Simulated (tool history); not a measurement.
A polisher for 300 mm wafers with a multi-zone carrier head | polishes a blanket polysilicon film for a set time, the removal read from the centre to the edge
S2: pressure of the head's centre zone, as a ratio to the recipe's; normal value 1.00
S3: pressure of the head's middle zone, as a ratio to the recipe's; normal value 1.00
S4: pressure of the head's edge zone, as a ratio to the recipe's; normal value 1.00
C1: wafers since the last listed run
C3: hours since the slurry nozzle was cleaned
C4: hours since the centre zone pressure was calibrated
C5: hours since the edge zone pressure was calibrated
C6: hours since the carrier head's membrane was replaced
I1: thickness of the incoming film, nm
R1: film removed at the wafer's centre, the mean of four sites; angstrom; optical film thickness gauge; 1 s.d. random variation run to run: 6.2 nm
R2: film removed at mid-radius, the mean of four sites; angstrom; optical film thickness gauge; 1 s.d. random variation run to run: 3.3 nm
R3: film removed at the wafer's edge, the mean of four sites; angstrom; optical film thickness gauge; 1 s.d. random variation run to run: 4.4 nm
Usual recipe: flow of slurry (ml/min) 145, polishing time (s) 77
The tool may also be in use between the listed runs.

run 1 hour=0.0 | flow_of_slurry_(ml/min)=185 S2=1.00 S3=1.00 S4=1.00 polishing_time_(s)=77 | C1=0 wafers_polished_on_this_pad=654 C3=30.4 C4=785.8 C5=527.8 C6=0.5 | I1=1697.3 | R1=4508 R2=4368 R3=4489
run 2 hour=8.7 | flow_of_slurry_(ml/min)=145 S2=1.00 S3=0.96 S4=1.00 polishing_time_(s)=77 | C1=103 wafers_polished_on_this_pad=757 C3=39.1 C4=794.5 C5=536.5 C6=9.2 | I1=1701.0 | R1=4381 R2=4027 R3=4359
run 3 hour=19.1 | flow_of_slurry_(ml/min)=180 S2=0.89 S3=1.00 S4=0.89 polishing_time_(s)=77 | C1=123 wafers_polished_on_this_pad=881 C3=49.5 C4=804.9 C5=546.9 C6=19.6 | I1=1662.1 | R1=3806 R2=4266 R3=4178
run 4 hour=30.4 | flow_of_slurry_(ml/min)=165 S2=1.09 S3=0.90 S4=1.00 polishing_time_(s)=56 | C1=134 wafers_polished_on_this_pad=1015 C3=60.8 C4=816.2 C5=558.2 C6=30.9 | I1=1714.4 | R1=3328 R2=2751 R3=3134
run 5 hour=41.1 | flow_of_slurry_(ml/min)=145 S2=1.04 S3=1.00 S4=1.00 polishing_time_(s)=77 | C1=127 wafers_polished_on_this_pad=1142 C3=71.5 C4=826.9 C5=568.9 C6=41.6 | I1=1714.3 | R1=4199 R2=3956 R3=4120
run 6 hour=47.3 | flow_of_slurry_(ml/min)=145 S2=1.00 S3=1.08 S4=1.00 polishing_time_(s)=77 | C1=73 wafers_polished_on_this_pad=1216 C3=77.7 C4=833.1 C5=575.1 C6=47.8 | I1=1670.4 | R1=3831 R2=4115 R3=4062
-- hour=57.4 worn pad replaced by a new one
run 7 hour=62.2 | flow_of_slurry_(ml/min)=145 S2=1.00 S3=1.00 S4=1.00 polishing_time_(s)=77 | C1=129 wafers_polished_on_this_pad=56 C3=92.6 C4=848.0 C5=590.0 C6=62.7 | I1=1690.1 | R1=4460 R2=4442 R3=4654
run 8 hour=70.4 | flow_of_slurry_(ml/min)=145 S2=1.06 S3=1.00 S4=1.00 polishing_time_(s)=77 | C1=97 wafers_polished_on_this_pad=154 C3=100.8 C4=856.2 C5=598.2 C6=70.9 | I1=1701.6 | R1=4778 R2=4362 R3=4565
run 9 hour=78.5 | flow_of_slurry_(ml/min)=145 S2=1.00 S3=0.92 S4=1.00 polishing_time_(s)=77 | C1=96 wafers_polished_on_this_pad=250 C3=108.9 C4=864.3 C5=606.3 C6=79.0 | I1=1664.5 | R1=4584 R2=4084 R3=4591
run 10 hour=91.8 | flow_of_slurry_(ml/min)=160 S2=1.00 S3=1.00 S4=1.00 polishing_time_(s)=77 | C1=157 wafers_polished_on_this_pad=408 C3=122.2 C4=877.6 C5=619.6 C6=92.3 | I1=1714.8 | R1=4429 R2=4384 R3=4493
-- hour=103.6 edge zone pressure recalibrated
run 11 hour=105.9 | flow_of_slurry_(ml/min)=145 S2=1.00 S3=1.00 S4=1.00 polishing_time_(s)=77 | C1=143 wafers_polished_on_this_pad=551 C3=136.3 C4=891.7 C5=2.3 C6=106.4 | I1=1681.9 | R1=4363 R2=4290 R3=4439
run 12 hour=118.8 | flow_of_slurry_(ml/min)=100 S2=1.09 S3=1.00 S4=1.00 polishing_time_(s)=84 | C1=153 wafers_polished_on_this_pad=705 C3=149.2 C4=904.6 C5=15.2 C6=119.3 | I1=1724.0 | R1=4738 R2=4222 R3=4551
-- hour=122.4 centre zone pressure recalibrated
run 13 hour=126.6 | flow_of_slurry_(ml/min)=145 S2=0.88 S3=1.00 S4=1.07 polishing_time_(s)=77 | C1=68 wafers_polished_on_this_pad=774 C3=157.0 C4=4.2 C5=23.0 C6=127.1 | I1=1693.5 | R1=3716 R2=4191 R3=4551
run 14 hour=138.4 | flow_of_slurry_(ml/min)=125 S2=1.00 S3=1.11 S4=0.90 polishing_time_(s)=77 | C1=140 wafers_polished_on_this_pad=914 C3=168.8 C4=16.0 C5=34.8 C6=138.9 | I1=1708.2 | R1=4009 R2=4343 R3=3939
run 15 hour=156.0 | flow_of_slurry_(ml/min)=145 S2=1.00 S3=1.00 S4=1.00 polishing_time_(s)=77 | C1=208 wafers_polished_on_this_pad=1123 C3=186.4 C4=33.6 C5=52.4 C6=156.5 | I1=1680.7 | R1=4062 R2=3946 R3=4187
run 16 hour=165.7 | flow_of_slurry_(ml/min)=165 S2=1.09 S3=0.90 S4=1.00 polishing_time_(s)=56 | C1=115 wafers_polished_on_this_pad=1238 C3=196.1 C4=43.3 C5=62.1 C6=166.2 | I1=1674.0 | R1=3280 R2=2582 R3=2973
-- hour=180.1 worn pad replaced by a new one
run 17 hour=180.6 | flow_of_slurry_(ml/min)=100 S2=0.94 S3=1.00 S4=1.03 polishing_time_(s)=60 | C1=129 wafers_polished_on_this_pad=5 C3=211.0 C4=58.2 C5=77.0 C6=181.1 | I1=1714.8 | R1=3061 R2=3173 R3=3438
run 18 hour=220.9 | flow_of_slurry_(ml/min)=145 S2=0.96 S3=0.95 S4=1.09 polishing_time_(s)=88 | C1=478 wafers_polished_on_this_pad=483 C3=251.3 C4=98.5 C5=117.3 C6=221.4 | I1=1677.9 | R1=4932 R2=4713 R3=5406
run 19 hour=236.7 | flow_of_slurry_(ml/min)=145 S2=1.00 S3=1.00 S4=1.00 polishing_time_(s)=103 | C1=187 wafers_polished_on_this_pad=671 C3=267.1 C4=114.3 C5=133.1 C6=237.2 | I1=1683.4 | R1=5816 R2=5621 R3=5907
run 20 hour=248.5 | flow_of_slurry_(ml/min)=195 S2=0.94 S3=1.00 S4=1.00 polishing_time_(s)=90 | C1=140 wafers_polished_on_this_pad=811 C3=278.9 C4=126.1 C5=144.9 C6=249.0 | I1=1669.9 | R1=4816 R2=5024 R3=5297
run 21 hour=257.3 | flow_of_slurry_(ml/min)=145 S2=1.00 S3=1.00 S4=1.00 polishing_time_(s)=65 | C1=104 wafers_polished_on_this_pad=916 C3=287.7 C4=134.9 C5=153.7 C6=257.8 | I1=1740.3 | R1=3593 R2=3452 R3=3658
run 22 hour=268.7 | flow_of_slurry_(ml/min)=145 S2=0.91 S3=1.00 S4=1.00 polishing_time_(s)=77 | C1=135 wafers_polished_on_this_pad=1051 C3=299.1 C4=146.3 C5=165.1 C6=269.2 | I1=1709.1 | R1=3751 R2=4006 R3=4156

Pick out some run-to-run changes in R1. Of each, how much would a tool without hidden state show as well, from the settings, what came in and chance, and how much is left for the hidden state and any gauge scatter not in both results compared?
The hidden state here: removal rate lost through wear of the pad, %; slurry flow missing at the pad, %; deviation of the centre zone's pressure from its setpoint, %; deviation of the edge zone's pressure from its setpoint, %.
Run 6 -> 7: S3 1.08 -> 1.00, worn pad replaced by a new one. R1 +629 angstrom: hidden state +516, all else +113.
Run 16 -> 17: flow of slurry (ml/min) 165 -> 100, S2 1.09 -> 0.94, S3 0.90 -> 1.00, S4 1.00 -> 1.03, polishing time (s) 56 -> 60, worn pad replaced by a new one. R1 -219 angstrom: hidden state +438, all else -657.
Run 17 -> 18: flow of slurry (ml/min) 100 -> 145, S2 0.94 -> 0.96, S3 1.00 -> 0.95, S4 1.03 -> 1.09, polishing time (s) 60 -> 88. R1 +1871 angstrom: hidden state -127, all else +1998.
Run 20 -> 21: flow of slurry (ml/min) 195 -> 145, S2 0.94 -> 1.00, polishing time (s) 90 -> 65. R1 -1223 angstrom: hidden state +36, all else -1259.
